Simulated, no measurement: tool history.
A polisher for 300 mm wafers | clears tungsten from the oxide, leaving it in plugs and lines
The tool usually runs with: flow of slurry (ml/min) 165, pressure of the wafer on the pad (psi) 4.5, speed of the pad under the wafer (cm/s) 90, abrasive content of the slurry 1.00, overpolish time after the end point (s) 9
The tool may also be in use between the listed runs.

run    hour  flow of slurry (ml/min)  pressure of the wafer on the pad (psi)  speed of the pad under the wafer (cm/s)  abrasive content of the slurry  overpolish time after the end point (s)  incoming thickness of the incoming film, nm  time until the end point was called (s)
  1     0.0                      165                                     4.5                                       74                            1.00                                        8                                        386.1                                     76.5
       44.2  -- worn pad replaced by a new one
  2    67.2                      165                                     4.5                                       74                            1.00                                        8                                        393.6                                     78.4
  3   136.7                      165                                     4.5                                       74                            1.00                                        8                                        382.9                                     77.7
      193.3  -- slurry blender recalibrated
  4   199.6                      165                                     4.5                                       90                            1.00                                        9                                        390.2                                     66.6
  5   223.7                      165                                     4.5                                       90                            1.00                                        9                                        392.2                                     68.1
  6   256.8                      165                                     4.5                                       90                            1.00                                        9                                        389.2                                     67.5
  7   290.7                      165                                     4.5                                       90                            1.00                                        9                                        393.9                                     70.3
      298.7  -- slurry tank refilled with fresh slurry and peroxide
  8   323.2                      165                                     4.5                                       90                            1.00                                        9                                        392.4                                     66.1
      387.7  -- slurry nozzle cleaned
  9   388.6                      210                                     4.5                                      106                            1.00                                        9                                        383.3                                     53.3
      409.2  -- worn pad replaced by a new one
 10   432.4                      165                                     3.8                                       90                            1.00                                        9                                        384.4                                     71.4
 11   466.6                      165                                     4.5                                       90                            1.00                                        9                                        387.7                                     65.0
 12   500.3                      165                                     4.5                                       90                            1.00                                        9                                        389.5                                     66.1
      607.3  -- slurry blender recalibrated
 13   617.0                      165                                     4.5                                       76                            1.00                                       11                                        396.9                                     79.7
 14   679.8                      165                                     5.1                                       90                            1.00                                        9                                        386.7                                     62.9
      732.8  -- slurry tank refilled with fresh slurry and peroxide
 15   733.9                      130                                     4.5                                       90                            1.00                                        9                                        390.9                                     66.8
 16   764.9                      165                                     5.6                                       76                            0.70                                        9                                        394.5                                     69.8
      778.5  -- worn pad replaced by a new one
 17   806.3                      125                                     4.5                                       62                            1.15                                       14                                        390.6                                     90.1
 18   870.3                      165                                     4.5                                       62                            1.00                                        9                                        395.5                                     90.9
 19   941.6                      165                                     4.5                                       90                            1.00                                        9                                        392.8                                     68.1
      954.9  -- slurry nozzle cleaned
      996.0  -- head pressure recalibrated
 20  1004.5                      165                                     3.0                                       98                            0.70                                       11                                        385.7                                     88.9
     1011.8  -- slurry blender recalibrated
 21  1056.1                      120                                     5.3                                       90                            1.10                                        9                                        384.7                                     59.2
     1103.1  -- slurry tank refilled with fresh slurry and peroxide
 22  1115.9                      135                                     3.9                                       90                            1.00                                        9                                        389.3                                     75.9
 23  1186.3                      165                                     4.5                                       90                            1.00                                        9                                        387.3                                     64.9
     1219.6  -- worn pad replaced by a new one
 24  1245.4                      215                                     4.5                                      120                            1.20                                        6                                        388.8                                     47.9
 25  1292.8                      185                                     3.1                                      112                            1.00                                       13                                        388.8                                     70.9
 26  1340.9                      165                                     5.2                                       90                            1.00                                        9                                        387.4                                     59.7
 27  1400.5                      135                                     4.5                                       90                            1.25                                       12                                        386.4                                     66.0

3 options for the next run, each taken on its own from the tool as it stands now. Forecast them:
  A  1401.0                      165                                     4.5                                       90                            1.00                                        9                                        395.4                                        ?
  B  1401.0                      165                                     3.6                                      112                            1.00                                        9                                        395.4                                        ?
  C  1401.0                      165                                     4.5                                       64                            1.00                                       14                                        395.4                                        ?

run  time until the end point was called (s)
  A                                     69.8
  B                                     68.4
  C                                     92.1
With no hidden state in the tool, these same runs would have given:
run  time until the end point was called (s)
  A                                     64.3
  B                                     63.0
  C                                     84.9
